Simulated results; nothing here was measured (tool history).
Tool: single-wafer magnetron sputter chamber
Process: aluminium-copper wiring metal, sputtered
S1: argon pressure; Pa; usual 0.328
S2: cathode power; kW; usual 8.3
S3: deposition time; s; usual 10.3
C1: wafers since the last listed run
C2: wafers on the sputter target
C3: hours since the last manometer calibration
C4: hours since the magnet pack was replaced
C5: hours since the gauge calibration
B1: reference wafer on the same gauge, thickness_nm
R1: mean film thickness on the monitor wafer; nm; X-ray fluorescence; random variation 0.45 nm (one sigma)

run	day	S1	S2	S3	C1	C2	C3	C4	C5	B1	R1
1	0	0.328	8.3	9	0	1064	2373.9	6620.2	333	156.899	134.859
2	0.55	0.328	8.3	9	553	1617	2387.1	6633.4	346.2	156.88	133.891
3	1.162	0.328	8.3	10.3	615	2233	2401.8	6648.1	360.9	156.953	153.018
4	1.908	0.328	8.3	10.3	750	2983	2419.7	6666	378.8	156.952	152.188
5	2.625	0.328	8.3	10.3	720	3704	2436.9	6683.2	396	157.016	152.358
6	3.296	0.328	8.3	10.3	674	4379	2453	6699.3	412.1	156.849	152.985
7	3.667	0.328	8.3	10.3	372	4752	2461.9	6708.2	421	156.899	152.933
8	4.1	0.328	8.3	10.3	435	5187	2472.3	6718.6	431.4	156.912	151.875
# day 5.025: sputter target and shields replaced
9	5.588	0.328	8.3	10.3	1160	564	2508	6754.3	467.1	157.134	155.085
10	6.104	0.328	8.3	10.3	519	1084	2520.4	6766.7	479.5	157.136	154.54
11	6.612	0.328	8.3	10.3	511	1595	2532.6	6778.9	491.7	156.877	153.905
12	6.95	0.357	9.9	10.3	339	1934	2540.7	6787	499.8	157.174	179.796
# day 7.771: magnet pack replaced
13	7.792	0.357	9.9	10.3	511	2446	2560.9	0.5	520	156.772	178.459
14	9.362	0.357	9.9	10.3	1579	4025	2598.6	38.2	557.7	156.811	179.781
15	9.767	0.421	8.3	12.2	406	4432	2608.3	47.9	567.4	157.059	170.278
16	10.396	0.328	8.3	9.1	632	5065	2623.4	63	582.5	157.071	134.22
# day 10.95: capacitance manometer re-zeroed and calibrated
# day 10.979: sputter target and shields replaced
17	11.117	0.328	6.5	9.3	360	137	4	80.3	599.8	156.917	109.479
18	11.417	0.328	8.3	10.3	301	438	11.2	87.5	607	157.064	154.742
19	12.071	0.328	8.3	10.3	657	1096	26.9	103.2	622.7	156.903	153.576
20	12.738	0.237	8.3	8.4	670	1767	42.9	119.2	638.7	157.047	131.903
# day 12.971: gauge calibrated
21	13.071	0.328	8.3	9.6	335	2102	50.9	127.2	2.4	156.946	142.792
22	13.525	0.328	8.3	12	456	2559	61.8	138.1	13.3	157.008	177.736
23	14.104	0.328	8.3	10.3	582	3141	75.7	152	27.2	157.291	151.759
24	14.567	0.328	8.3	10.3	465	3606	86.8	163.1	38.3	157.172	152.236
25	15.246	0.328	8.3	10.3	683	4289	103.1	179.4	54.6	156.782	151.959
26	15.708	0.328	8.3	10.3	465	4754	114.2	190.5	65.7	157.177	151.148
27	16.129	0.398	6.45	10.3	423	5178	124.3	200.6	75.8	157.032	113.34
28	16.408	0.277	7.45	8.9	280	5458	131	207.3	82.5	156.779	120.856
29	17.15	0.237	6.7	12.2	745	6204	148.8	225.1	100.3	156.92	153.358
30	17.571	0.328	8.3	12.2	423	6628	158.9	235.2	110.4	156.819	179.606
# day 18.071: sputter target and shields replaced
31	18.092	0.328	8.3	11.5	188	20	171.4	247.7	122.9	157.121	172.342
32	18.579	0.288	10.3	11.3	490	511	183.1	259.4	134.6	156.967	215.597
33	19.025	0.328	8.3	10.3	448	959	193.8	270.1	145.3	157.01	154.473
34	19.725	0.446	7.6	9.2	703	1663	210.6	286.9	162.1	157.017	116.721
35	20.125	0.222	9.9	10.3	402	2065	220.2	296.5	171.7	157.237	193.804

Hidden state at the last listed run before each entry between runs and at the first one after, where it differs:
Between runs 8 and 9: sputter target and shields replaced (day 5.025)
  deposition rate above that of a new target (%): -2.32 -> -0.727
  measured less the result without the state, R1: -3.603 -> -1.136 nm
Between runs 12 and 13: magnet pack replaced (day 7.771)
  deposition rate above that of a new target (%): -1.62 -> -1.94
  measured less the result without the state, R1: -2.953 -> -3.535 nm
Between runs 16 and 17: capacitance manometer re-zeroed and calibrated (day 10.95); sputter target and shields replaced (day 10.979)
  deposition rate above that of a new target (%): -2.42 -> -0.503
  measured less the result without the state, R1: -3.334 -> -0.554 nm
Between runs 20 and 21: gauge calibrated (day 12.971)
  deposition rate above that of a new target (%): -1.72 -> -1.88
  measured less the result without the state, R1: -2.313 -> -2.735 nm
Between runs 30 and 31: sputter target and shields replaced (day 18.071)
  deposition rate above that of a new target (%): -2.7 -> -0.451
  measured less the result without the state, R1: -4.986 -> -0.78 nm
